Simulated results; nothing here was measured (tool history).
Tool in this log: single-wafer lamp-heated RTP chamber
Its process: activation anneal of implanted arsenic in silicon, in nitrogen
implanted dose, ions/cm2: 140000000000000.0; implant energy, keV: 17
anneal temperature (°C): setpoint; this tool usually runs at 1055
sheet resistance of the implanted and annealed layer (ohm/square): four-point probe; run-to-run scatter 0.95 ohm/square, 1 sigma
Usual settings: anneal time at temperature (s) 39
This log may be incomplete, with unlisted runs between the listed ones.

run,hour,anneal temperature (°C),anneal time at temperature (s),wafers since the last listed run,wafers since the last pyrometer calibration,wafers since the reflector plate was cleaned,hours since the gauge calibration,"read-back reference wafer on the same gauge, sheet resistance",sheet resistance of the implanted and annealed layer (ohm/square)
1,0.0,1055,39,0,3421,3653,389.4,419.04,504.35
# hour 3.7: reflector plate cleaned
2,59.1,1055,39,659,4080,659,448.5,419.13,504.68
3,128.3,1055,39,822,4903,1482,517.7,419.09,502.85
# hour 176.3: pyrometer window cleaned and pyrometer calibrated
4,177.1,1075,39,485,9,1967,566.5,419.05,499.82
5,232.6,1075,39,660,669,2627,622.0,418.96,497.96
# hour 301.7: reflector plate cleaned
6,302.2,1055,39,732,1401,5,691.6,419.12,504.91
7,340.4,1055,39,454,1856,459,729.8,418.85,505.16
8,409.8,1055,39,825,2681,1285,799.2,419.08,503.50
9,513.7,1055,39,1235,3917,2520,903.1,419.31,501.98
# hour 546.4: pyrometer window cleaned and pyrometer calibrated
10,560.6,1055,39,462,168,2983,950.0,418.70,507.60
# hour 603.3: gauge calibrated
11,621.8,1055,39,727,896,3711,18.5,418.92,506.01
# hour 650.4: reflector plate cleaned
12,771.2,1036,30,1681,2577,1436,167.9,419.03,515.03
13,837.3,1076,18,786,3364,2222,234.0,418.81,510.38
14,886.0,1035,53,579,3943,2801,282.7,418.56,507.19
15,948.0,1029,32,737,4680,3539,344.7,419.17,515.83

Estimate the outcome of run 16 from the log above:
16,984.7,1065,20,436,5117,3975,381.4,?,?

Run 16 produced read-back reference wafer on the same gauge, sheet resistance 419.10, sheet resistance of the implanted and annealed layer (ohm/square) 508.16.
Minus the tool's unlogged condition, the same run would have read sheet resistance of the implanted and annealed layer (ohm/square) 512.00.

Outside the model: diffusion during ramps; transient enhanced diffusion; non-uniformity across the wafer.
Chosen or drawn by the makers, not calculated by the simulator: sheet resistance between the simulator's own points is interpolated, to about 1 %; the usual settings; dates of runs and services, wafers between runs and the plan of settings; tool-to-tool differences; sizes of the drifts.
